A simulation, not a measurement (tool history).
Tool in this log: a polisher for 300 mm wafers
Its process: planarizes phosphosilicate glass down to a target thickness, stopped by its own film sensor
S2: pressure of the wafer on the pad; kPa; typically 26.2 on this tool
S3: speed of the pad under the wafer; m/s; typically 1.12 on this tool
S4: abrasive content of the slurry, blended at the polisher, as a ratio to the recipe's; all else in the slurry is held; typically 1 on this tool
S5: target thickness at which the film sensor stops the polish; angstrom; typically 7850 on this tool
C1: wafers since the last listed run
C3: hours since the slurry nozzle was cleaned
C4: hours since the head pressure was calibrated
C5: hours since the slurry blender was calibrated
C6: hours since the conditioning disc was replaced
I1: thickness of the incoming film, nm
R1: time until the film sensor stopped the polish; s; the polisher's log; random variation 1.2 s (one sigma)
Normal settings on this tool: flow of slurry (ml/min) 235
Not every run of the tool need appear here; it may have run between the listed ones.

{"run": 1, "day": 0.0, "flow of slurry (ml/min)": 235, "S2": 26.2, "S3": 1.12, "S4": 1, "S5": 7850, "C1": 0, "wafers polished on this pad": 254, "C3": 493.6, "C4": 1160.8, "C5": 238.9, "C6": 80.6, "I1": 1923.6, "R1": 110.5}
{"run": 2, "day": 0.612, "flow of slurry (ml/min)": 235, "S2": 26.2, "S3": 1.12, "S4": 1, "S5": 7850, "C1": 188, "wafers polished on this pad": 442, "C3": 508.3, "C4": 1175.5, "C5": 253.6, "C6": 95.3, "I1": 1956.2, "R1": 115.5}
{"run": 3, "day": 1.021, "flow of slurry (ml/min)": 235, "S2": 26.2, "S3": 1.12, "S4": 1, "S5": 7850, "C1": 125, "wafers polished on this pad": 568, "C3": 518.1, "C4": 1185.3, "C5": 263.4, "C6": 105.1, "I1": 1925.6, "R1": 113.1}
{"run": 4, "day": 1.408, "flow of slurry (ml/min)": 235, "S2": 26.2, "S3": 1.12, "S4": 1, "S5": 7850, "C1": 119, "wafers polished on this pad": 687, "C3": 527.4, "C4": 1194.6, "C5": 272.7, "C6": 114.4, "I1": 1945.1, "R1": 119}
{"run": 5, "day": 1.779, "flow of slurry (ml/min)": 235, "S2": 26.2, "S3": 1.12, "S4": 1, "S5": 7850, "C1": 114, "wafers polished on this pad": 801, "C3": 536.3, "C4": 1203.5, "C5": 281.6, "C6": 123.3, "I1": 1965.3, "R1": 125.3}
{"day": 2.3, "done": "worn pad replaced by a new one"}
{"run": 6, "day": 3.646, "flow of slurry (ml/min)": 235, "S2": 26.2, "S3": 1.12, "S4": 1, "S5": 7850, "C1": 523, "wafers polished on this pad": 413, "C3": 581.1, "C4": 1248.3, "C5": 326.4, "C6": 168.1, "I1": 1922, "R1": 117.2}
{"day": 5.075, "done": "slurry blender recalibrated"}
{"run": 7, "day": 5.096, "flow of slurry (ml/min)": 235, "S2": 26.2, "S3": 1.12, "S4": 0.75, "S5": 7850, "C1": 420, "wafers polished on this pad": 834, "C3": 615.9, "C4": 1283.1, "C5": 0.5, "C6": 202.9, "I1": 1961.4, "R1": 141.5}
{"run": 8, "day": 5.571, "flow of slurry (ml/min)": 235, "S2": 26.2, "S3": 1.12, "S4": 0.75, "S5": 7850, "C1": 146, "wafers polished on this pad": 980, "C3": 627.3, "C4": 1294.5, "C5": 11.9, "C6": 214.3, "I1": 1960.6, "R1": 143.7}
{"day": 5.954, "done": "worn pad replaced by a new one"}
{"day": 6.812, "done": "conditioning disc replaced and pad reconditioned"}
{"day": 7.017, "done": "slurry nozzle cleaned"}
{"day": 7.254, "done": "head pressure recalibrated"}
{"run": 9, "day": 7.379, "flow of slurry (ml/min)": 235, "S2": 26.2, "S3": 1.12, "S4": 0.75, "S5": 7850, "C1": 441, "wafers polished on this pad": 375, "C3": 8.7, "C4": 3, "C5": 55.3, "C6": 13.6, "I1": 1900.5, "R1": 114.2}
{"run": 10, "day": 7.796, "flow of slurry (ml/min)": 170, "S2": 26.2, "S3": 1.12, "S4": 1, "S5": 7850, "C1": 128, "wafers polished on this pad": 503, "C3": 18.7, "C4": 13, "C5": 65.3, "C6": 23.6, "I1": 1960.9, "R1": 115}
{"run": 11, "day": 8.321, "flow of slurry (ml/min)": 235, "S2": 26.2, "S3": 1.12, "S4": 1, "S5": 7850, "C1": 161, "wafers polished on this pad": 664, "C3": 31.3, "C4": 25.6, "C5": 77.9, "C6": 36.2, "I1": 1955.5, "R1": 114.4}
{"run": 12, "day": 9.025, "flow of slurry (ml/min)": 280, "S2": 21.4, "S3": 1.36, "S4": 1.15, "S5": 7850, "C1": 216, "wafers polished on this pad": 881, "C3": 48.2, "C4": 42.5, "C5": 94.8, "C6": 53.1, "I1": 1926.4, "R1": 115.8}
{"day": 9.308, "done": "worn pad replaced by a new one"}
{"run": 13, "day": 9.571, "flow of slurry (ml/min)": 235, "S2": 26.2, "S3": 1.12, "S4": 1, "S5": 7850, "C1": 116, "wafers polished on this pad": 80, "C3": 61.3, "C4": 55.6, "C5": 107.9, "C6": 66.2, "I1": 1925.5, "R1": 109.1}
{"run": 14, "day": 9.979, "flow of slurry (ml/min)": 310, "S2": 26.2, "S3": 1.3, "S4": 0.9, "S5": 7850, "C1": 125, "wafers polished on this pad": 205, "C3": 71.1, "C4": 65.4, "C5": 117.7, "C6": 76, "I1": 1919.4, "R1": 99.9}
{"run": 15, "day": 10.688, "flow of slurry (ml/min)": 235, "S2": 26.2, "S3": 1.28, "S4": 1, "S5": 7850, "C1": 218, "wafers polished on this pad": 424, "C3": 88.1, "C4": 82.4, "C5": 134.7, "C6": 93, "I1": 1945.9, "R1": 107.3}
{"run": 16, "day": 11.008, "flow of slurry (ml/min)": 235, "S2": 26.2, "S3": 0.98, "S4": 1, "S5": 10910, "C1": 98, "wafers polished on this pad": 522, "C3": 95.8, "C4": 90.1, "C5": 142.4, "C6": 100.7, "I1": 1946.2, "R1": 93.2}
{"run": 17, "day": 11.721, "flow of slurry (ml/min)": 215, "S2": 26.2, "S3": 1.12, "S4": 0.9, "S5": 7850, "C1": 219, "wafers polished on this pad": 742, "C3": 112.9, "C4": 107.2, "C5": 159.5, "C6": 117.8, "I1": 1912.2, "R1": 119.1}
{"run": 18, "day": 12.388, "flow of slurry (ml/min)": 235, "S2": 32.4, "S3": 1, "S4": 1, "S5": 10250, "C1": 205, "wafers polished on this pad": 947, "C3": 128.9, "C4": 123.2, "C5": 175.5, "C6": 133.8, "I1": 1919.8, "R1": 83.2}

Run-by-run hidden state of the tool:
slurry flow missing at the pad, %: 0 across all the runs
deviation of the head's pressure from its setpoint, %: 0 across all the runs
abrasive missing from the slurry, %: 0 across all the runs
H1: removal rate lost through wear of the pad, %
H2: time polished since the conditioner stopped cutting, s
run=1 H1=1.37 H2=80
run=2 H1=2.07 H2=93.9
run=3 H1=2.76 H2=103
run=4 H1=3.56 H2=112
run=5 H1=4.48 H2=120
run=6 H1=1.89 H2=163
run=7 H1=4.95 H2=195
run=8 H1=6.42 H2=206
run=9 H1=1.83 H2=24.8
run=10 H1=2.53 H2=34.3
run=11 H1=3.65 H2=46.1
run=12 H1=5.61 H2=62.1
run=13 H1=0.151 H2=74.4
run=14 H1=0.345 H2=83.7
run=15 H1=1.08 H2=99.7
run=16 H1=1.59 H2=107
run=17 H1=3.08 H2=123
run=18 H1=4.94 H2=138

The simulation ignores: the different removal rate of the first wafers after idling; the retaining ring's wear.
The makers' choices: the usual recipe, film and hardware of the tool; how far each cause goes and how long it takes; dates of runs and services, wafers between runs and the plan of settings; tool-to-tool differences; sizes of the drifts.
